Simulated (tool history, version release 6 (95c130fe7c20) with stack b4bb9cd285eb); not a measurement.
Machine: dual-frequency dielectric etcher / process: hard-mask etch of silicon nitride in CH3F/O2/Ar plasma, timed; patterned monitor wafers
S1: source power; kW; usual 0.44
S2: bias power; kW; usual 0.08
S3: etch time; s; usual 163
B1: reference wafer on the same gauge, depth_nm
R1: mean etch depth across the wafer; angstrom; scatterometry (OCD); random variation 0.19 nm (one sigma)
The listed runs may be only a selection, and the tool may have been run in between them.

run   hour    S1     S2     S3   B1    R1
  1      0  0.44  0.076    163  112  1286
  2   12.1  0.44  0.076    163  112  1289
  3   24.2  0.44  0.076    163  112  1284
  4   39.1  0.44   0.08    163  112  1312
  5   57.7  0.49   0.08    163  112  1375
  6   69.1  0.49   0.08    163  112  1375
  7   83.5  0.44   0.08    163  112  1313
  8   97.8  0.44   0.08    163  112  1311
  9  108.4  0.44   0.08    163  112  1310
 10  115.4  0.44   0.08    163  112  1315
     121.4  -- bias power generator calibrated
 11  122.4  0.38  0.098    163  112  1311
     148.6  -- wet clean of the chamber
     155.5  -- upper electrode replaced
 12    156  0.55  0.087    207  112  1859
 13  156.3  0.37   0.09    205  112  1560
 14  160.3  0.44   0.08    163  112  1287
     163.6  -- gauge calibrated
     187.4  -- source power generator calibrated
 15  187.9  0.44  0.064    143  112  1060
 16  201.7  0.53  0.087  196.5  112  1737
 17    213  0.49   0.08    163  112  1352
 18  220.5  0.38  0.087  145.5  112  1110
 19  237.1   0.5  0.072  131.5  112  1071

4 ways to go on from here, each from the tool as it stands after run 19. What would each give?
  A  237.6  0.44   0.08    163   ?   ?
  B  237.6  0.38   0.08    118   ?   ?
  C  237.6  0.41  0.066  185.5   ?   ?
  D  237.6  0.54   0.07  147.5   ?   ?

run   B1    R1
  A  112  1295
  B  112   878
  C  112  1348
  D  112  1232
With the hidden condition removed and each run's random variation left untouched, the same runs would have given:
run    R1
  A  1290
  B   875
  C  1342
  D  1227

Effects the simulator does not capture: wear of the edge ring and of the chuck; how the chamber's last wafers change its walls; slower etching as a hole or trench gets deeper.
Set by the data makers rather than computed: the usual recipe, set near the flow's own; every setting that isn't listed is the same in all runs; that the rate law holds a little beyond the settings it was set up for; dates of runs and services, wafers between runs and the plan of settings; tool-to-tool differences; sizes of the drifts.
